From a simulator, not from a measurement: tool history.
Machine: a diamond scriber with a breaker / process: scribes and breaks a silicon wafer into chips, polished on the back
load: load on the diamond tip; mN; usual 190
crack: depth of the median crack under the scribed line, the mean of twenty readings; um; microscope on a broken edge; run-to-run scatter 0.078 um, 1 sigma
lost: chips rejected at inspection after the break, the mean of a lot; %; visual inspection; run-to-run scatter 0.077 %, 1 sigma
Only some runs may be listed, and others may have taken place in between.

run,hour,load,wafers since the last listed run,hours since the diamond tip was replaced,hours since the load on the tip was calibrated,"incoming depth of the damage left on the back of the incoming wafer, um",crack,lost
1,0,221,0,931.2,1480.4,0.04,11.4,3.8
2,12.2,221,16,943.4,1492.6,0.02,11.27,4.07
3,28.7,221,22,959.9,1509.1,0.04,11.41,3.78
4,40.9,190,16,972.1,1521.3,0.02,10.19,10.04
5,52.1,190,15,983.3,1532.5,0.04,10.09,9.7
6,60.8,190,11,992,1541.2,0.02,10.29,9.97
# hour 74.9: load on the tip recalibrated
7,77.3,190,19,1008.5,2.4,0.04,10.13,10.52
8,91.3,148,19,1022.5,16.4,0.01,8.45,29.05
9,102.4,232,15,1033.6,27.5,0.04,11.51,2.71
# hour 107.5: diamond tip replaced by a new one
10,117.9,151,18,10.4,43,0.03,10.56,6.98
11,135.2,190,23,27.7,60.3,0.04,12.28,1.57
12,152.4,174,23,44.9,77.5,0.04,11.4,2.97
13,166.2,190,19,58.7,91.3,0.02,12.37,1.63
14,178.5,209,16,71,103.6,0.03,12.92,1.52

Consider 5 possible next runs. They are alternatives, not a sequence: every one starts from the tool as it was left by run 14. What does each give?
A,179.2,166,0,71.7,104.3,0.01,?,?
B,179.2,234,0,71.7,104.3,0.01,?,?
C,179.2,142,0,71.7,104.3,0.01,?,?
D,179.2,204,0,71.7,104.3,0.01,?,?
E,179.2,208,0,71.7,104.3,0.01,?,?

run,crack,lost
A,10.96,4.73
B,13.95,3.31
C,9.8,11.98
D,12.67,1.38
E,12.85,1.45
With the hidden condition removed and each run's random variation left untouched, the same runs would have given:
run,crack,lost
A,11.43,3.01
B,14.55,5.15
C,10.22,8.83
D,13.22,1.82
E,13.4,2.1
